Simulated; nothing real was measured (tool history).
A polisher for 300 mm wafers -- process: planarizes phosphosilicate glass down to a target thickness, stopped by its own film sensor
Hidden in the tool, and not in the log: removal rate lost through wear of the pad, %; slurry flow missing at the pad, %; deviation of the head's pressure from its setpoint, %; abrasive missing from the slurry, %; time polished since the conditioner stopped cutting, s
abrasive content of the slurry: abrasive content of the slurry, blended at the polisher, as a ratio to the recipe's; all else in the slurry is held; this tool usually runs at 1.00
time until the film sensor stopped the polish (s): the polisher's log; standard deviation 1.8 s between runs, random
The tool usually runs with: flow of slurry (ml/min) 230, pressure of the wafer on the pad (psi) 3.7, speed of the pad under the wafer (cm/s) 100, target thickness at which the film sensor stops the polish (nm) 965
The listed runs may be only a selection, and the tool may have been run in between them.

run   hour  flow of slurry (ml/min)  pressure of the wafer on the pad (psi)  speed of the pad under the wafer (cm/s)  abrasive content of the slurry  target thickness at which the film sensor stops the polish (nm)  wafers since the last listed run  wafers polished on this pad  hours since the slurry nozzle was cleaned  hours since the head pressure was calibrated  hours since the slurry blender was calibrated  hours since the conditioning disc was replaced  incoming thickness of the incoming film, nm  time until the film sensor stopped the polish (s)
  1    0.0                      230                                     3.7                                      100                            1.00                                                              965                                 0                          167                                       46.8                                           8.4                                          302.3                                           161.8                                       2336.0                                              185.4
      10.0  -- slurry blender recalibrated
  2   93.2                      230                                     3.7                                      100                            1.00                                                              965                               418                          585                                      140.0                                         101.6                                           83.2                                           255.0                                       2352.3                                              186.0
  3  162.7                      230                                     3.7                                      100                            1.00                                                              965                               318                          904                                      209.5                                         171.1                                          152.7                                           324.5                                       2337.1                                              184.7
     206.7  -- conditioning disc replaced and pad reconditioned
     256.8  -- slurry blender recalibrated
     280.1  -- worn pad replaced by a new one
     339.0  -- slurry nozzle cleaned
  4  405.1                      230                                     3.7                                      100                            1.00                                                              965                              1070                          568                                       66.1                                         413.5                                          148.3                                           198.4                                       2321.5                                              181.3
  5  500.6                      230                                     3.7                                      100                            1.00                                                              965                               438                         1006                                      161.6                                         509.0                                          243.8                                           293.9                                       2290.9                                              177.1
     539.8  -- worn pad replaced by a new one
     554.3  -- head pressure recalibrated
     565.7  -- slurry blender recalibrated
  6  594.6                      230                                     3.7                                      100                            1.00                                                              965                               394                          232                                      255.6                                          40.3                                           28.9                                           387.9                                       2319.5                                              179.3
     613.8  -- conditioning disc replaced and pad reconditioned
     658.2  -- slurry nozzle cleaned
  7  661.4                      230                                     3.7                                      100                            1.00                                                              965                               292                          525                                        3.2                                         107.1                                           95.7                                            47.6                                       2346.1                                              186.2
  8  730.9                      230                                     3.7                                      100                            1.00                                                              965                               318                          844                                       72.7                                         176.6                                          165.2                                           117.1                                       2354.7                                              186.1
  9  773.2                      230                                     3.7                                      100                            1.00                                                              965                               194                         1038                                      115.0                                         218.9                                          207.5                                           159.4                                       2313.4                                              180.2
 10  815.8                      230                                     2.8                                      100                            1.00                                                              965                               195                         1234                                      157.6                                         261.5                                          250.1                                           202.0                                       2358.5                                              241.7
     848.1  -- worn pad replaced by a new one
     863.1  -- slurry blender recalibrated
 11  887.5                      230                                     3.7                                      100                            1.00                                                              965                               301                          171                                      229.3                                         333.2                                           24.4                                           273.7                                       2319.1                                              184.2
 12  938.9                      230                                     4.5                                      100                            0.75                                                             1090                               235                          407                                      280.7                                         384.6                                           75.8                                           325.1                                       2314.3                                              165.6

What will run 13 give?
      981.6  -- slurry nozzle cleaned
     1014.9  -- conditioning disc replaced and pad reconditioned
 13  1023.1                      230                                     3.7                                       66                            1.00                                                             1372                               372                          779                                       41.5                                         468.8                                          160.0                                             8.2                                       2302.1                                                  ?

{"run 13": {"time until the film sensor stopped the polish (s)": 157.3}}
On a tool with no hidden condition, and with the same random variation, this run would have come out at time until the film sensor stopped the polish (s) 157.3.
